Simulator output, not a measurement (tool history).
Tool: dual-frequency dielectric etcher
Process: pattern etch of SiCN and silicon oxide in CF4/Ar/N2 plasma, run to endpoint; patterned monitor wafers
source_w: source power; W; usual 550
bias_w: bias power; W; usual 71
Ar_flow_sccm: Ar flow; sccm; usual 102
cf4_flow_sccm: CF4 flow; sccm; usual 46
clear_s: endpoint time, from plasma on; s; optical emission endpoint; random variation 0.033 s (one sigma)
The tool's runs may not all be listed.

run	day	source_w	bias_w	Ar_flow_sccm	cf4_flow_sccm	incoming incoming film thickness, nm	clear_s
1	0.000	550	71	102	46	10.24	10.8
# day 2.038: wet clean of the chamber
2	2.058	550	71	122	46	10.24	11.3
3	2.654	550	71	122	46	10.08	11.1
4	10.225	550	71	122	46	10.24	11.2
5	12.317	550	71	102	46	10.22	10.9
6	14.792	580	71	84	46	10.19	10.3
7	16.650	580	71	84	46	10.25	10.3
# day 18.971: wet clean of the chamber
8	22.879	580	71	84	46	10.20	10.3
# day 24.967: upper electrode replaced
9	24.988	550	71	102	46	10.18	10.8
10	27.708	550	71	102	46	10.29	10.9
# day 28.904: Ar flow controller replaced
11	29.525	550	71	102	46	10.30	10.8
# day 29.833: CF4 flow controller replaced
12	31.742	550	71	102	46	10.23	10.8
13	32.992	550	71	122	46	10.15	10.9
# day 33.821: source power generator calibrated
14	34.392	510	76	117	42	10.15	11.3
# day 35.558: wet clean of the chamber
# day 36.258: bias power generator calibrated
15	36.533	550	71	102	46	10.17	10.8
16	38.371	550	61	102	38	10.20	11.6
17	40.192	550	71	102	40	10.25	11.2
18	41.579	550	71	95	46	10.18	10.7
19	43.367	550	71	118	46	10.07	10.8
20	44.658	550	59	114	46	10.31	11.5
21	47.433	600	71	124	38	10.15	10.9
22	48.900	640	71	116	46	10.29	10.1
# day 50.100: wet clean of the chamber
23	50.121	590	77	112	46	10.26	10.7
24	51.629	550	71	102	42	10.20	11.1

3 ways to go on from here, each from the tool as it stands after run 24. What would each give?
A	51.646	550	71	102	46	10.26	?
B	51.646	550	71	117	35	10.26	?
C	51.646	410	71	102	46	10.26	?

run	clear_s
A	11.0
B	11.8
C	12.5
Without the tool's hidden state the same runs would have given:
run	clear_s
A	11.0
B	11.9
C	12.6

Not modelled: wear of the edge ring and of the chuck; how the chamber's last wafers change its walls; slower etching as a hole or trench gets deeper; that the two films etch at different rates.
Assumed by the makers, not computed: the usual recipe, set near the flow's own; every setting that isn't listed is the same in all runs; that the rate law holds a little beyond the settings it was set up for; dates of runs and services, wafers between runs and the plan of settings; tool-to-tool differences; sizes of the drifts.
